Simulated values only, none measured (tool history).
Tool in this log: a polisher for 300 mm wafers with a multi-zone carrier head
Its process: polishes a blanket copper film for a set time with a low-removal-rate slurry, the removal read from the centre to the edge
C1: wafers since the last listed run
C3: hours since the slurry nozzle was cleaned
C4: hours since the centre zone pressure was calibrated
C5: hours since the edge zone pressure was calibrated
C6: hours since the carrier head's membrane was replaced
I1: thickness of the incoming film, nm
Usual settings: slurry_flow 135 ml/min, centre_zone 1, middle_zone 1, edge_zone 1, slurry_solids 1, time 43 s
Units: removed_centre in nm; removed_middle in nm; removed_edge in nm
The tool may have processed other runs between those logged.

{"run": 1, "hour": 0.0, "slurry_flow": 120, "centre_zone": 1, "middle_zone": 1, "edge_zone": 1, "slurry_solids": 1, "time": 43, "C1": 0, "wafers polished on this pad": 1124, "C3": 890.5, "C4": 1411.9, "C5": 409.7, "C6": 332.3, "I1": 677.7, "removed_centre": 82.9, "removed_middle": 93, "removed_edge": 96}
{"run": 2, "hour": 20.1, "slurry_flow": 135, "centre_zone": 1, "middle_zone": 1, "edge_zone": 1, "slurry_solids": 1, "time": 43, "C1": 182, "wafers polished on this pad": 1307, "C3": 910.6, "C4": 1432, "C5": 429.8, "C6": 352.4, "I1": 704.5, "removed_centre": 85.1, "removed_middle": 96.3, "removed_edge": 100.5}
{"hour": 47.2, "done": "worn pad replaced by a new one"}
{"run": 3, "hour": 55.1, "slurry_flow": 135, "centre_zone": 1, "middle_zone": 1, "edge_zone": 1, "slurry_solids": 1, "time": 43, "C1": 281, "wafers polished on this pad": 71, "C3": 945.6, "C4": 1467, "C5": 464.8, "C6": 387.4, "I1": 688.9, "removed_centre": 83.9, "removed_middle": 95.7, "removed_edge": 98.4}
{"run": 4, "hour": 78.2, "slurry_flow": 120, "centre_zone": 1, "middle_zone": 1, "edge_zone": 1, "slurry_solids": 1, "time": 43, "C1": 209, "wafers polished on this pad": 281, "C3": 968.7, "C4": 1490.1, "C5": 487.9, "C6": 410.5, "I1": 686.6, "removed_centre": 80.1, "removed_middle": 90.3, "removed_edge": 96.6}
{"hour": 87.1, "done": "centre zone pressure recalibrated"}
{"hour": 106.6, "done": "slurry nozzle cleaned"}
{"run": 5, "hour": 107.4, "slurry_flow": 165, "centre_zone": 1.07, "middle_zone": 1, "edge_zone": 0.95, "slurry_solids": 0.8, "time": 43, "C1": 238, "wafers polished on this pad": 519, "C3": 0.8, "C4": 20.3, "C5": 517.1, "C6": 439.7, "I1": 683.6, "removed_centre": 104.6, "removed_middle": 99.7, "removed_edge": 97}
{"run": 6, "hour": 128.0, "slurry_flow": 155, "centre_zone": 1, "middle_zone": 1, "edge_zone": 0.93, "slurry_solids": 1, "time": 38, "C1": 187, "wafers polished on this pad": 706, "C3": 21.4, "C4": 40.9, "C5": 537.7, "C6": 460.3, "I1": 696.2, "removed_centre": 92.4, "removed_middle": 90.7, "removed_edge": 88.8}
{"run": 7, "hour": 162.8, "slurry_flow": 90, "centre_zone": 1, "middle_zone": 1, "edge_zone": 1, "slurry_solids": 1, "time": 43, "C1": 316, "wafers polished on this pad": 1022, "C3": 56.2, "C4": 75.7, "C5": 572.5, "C6": 495.1, "I1": 680.5, "removed_centre": 85.5, "removed_middle": 90.2, "removed_edge": 94.3}
{"run": 8, "hour": 198.1, "slurry_flow": 135, "centre_zone": 1, "middle_zone": 1, "edge_zone": 1, "slurry_solids": 1, "time": 43, "C1": 320, "wafers polished on this pad": 1343, "C3": 91.5, "C4": 111, "C5": 607.8, "C6": 530.4, "I1": 690.6, "removed_centre": 100.8, "removed_middle": 101.8, "removed_edge": 102.7}
{"run": 9, "hour": 214.5, "slurry_flow": 150, "centre_zone": 1, "middle_zone": 1, "edge_zone": 1.05, "slurry_solids": 1, "time": 43, "C1": 148, "wafers polished on this pad": 1492, "C3": 107.9, "C4": 127.4, "C5": 624.2, "C6": 546.8, "I1": 692.6, "removed_centre": 102.9, "removed_middle": 104.3, "removed_edge": 107.3}
{"hour": 229.1, "done": "worn pad replaced by a new one"}
{"run": 10, "hour": 237.0, "slurry_flow": 135, "centre_zone": 1, "middle_zone": 1.07, "edge_zone": 1, "slurry_solids": 1, "time": 43, "C1": 168, "wafers polished on this pad": 71, "C3": 130.4, "C4": 149.9, "C5": 646.7, "C6": 569.3, "I1": 681.2, "removed_centre": 99.8, "removed_middle": 106.6, "removed_edge": 102.3}
{"run": 11, "hour": 259.0, "slurry_flow": 135, "centre_zone": 0.91, "middle_zone": 0.94, "edge_zone": 1, "slurry_solids": 1, "time": 48, "C1": 199, "wafers polished on this pad": 271, "C3": 152.4, "C4": 171.9, "C5": 668.7, "C6": 591.3, "I1": 691.3, "removed_centre": 101, "removed_middle": 107.9, "removed_edge": 114.8}

What does the tool deliver on the next run?
{"run": 12, "hour": 294.6, "slurry_flow": 160, "centre_zone": 1.07, "middle_zone": 1.08, "edge_zone": 1.1, "slurry_solids": 1, "time": 43, "C1": 323, "wafers polished on this pad": 594, "C3": 188, "C4": 207.5, "C5": 704.3, "C6": 626.9, "I1": 686.4, "removed_centre": "?", "removed_middle": "?", "removed_edge": "?"}

{"run 12": {"removed_centre": 112.5, "removed_middle": 112.1, "removed_edge": 109.6}}
Without the tool's hidden state the same run would have given removed_centre 114.7 nm, removed_middle 112.7 nm, removed_edge 110 nm.

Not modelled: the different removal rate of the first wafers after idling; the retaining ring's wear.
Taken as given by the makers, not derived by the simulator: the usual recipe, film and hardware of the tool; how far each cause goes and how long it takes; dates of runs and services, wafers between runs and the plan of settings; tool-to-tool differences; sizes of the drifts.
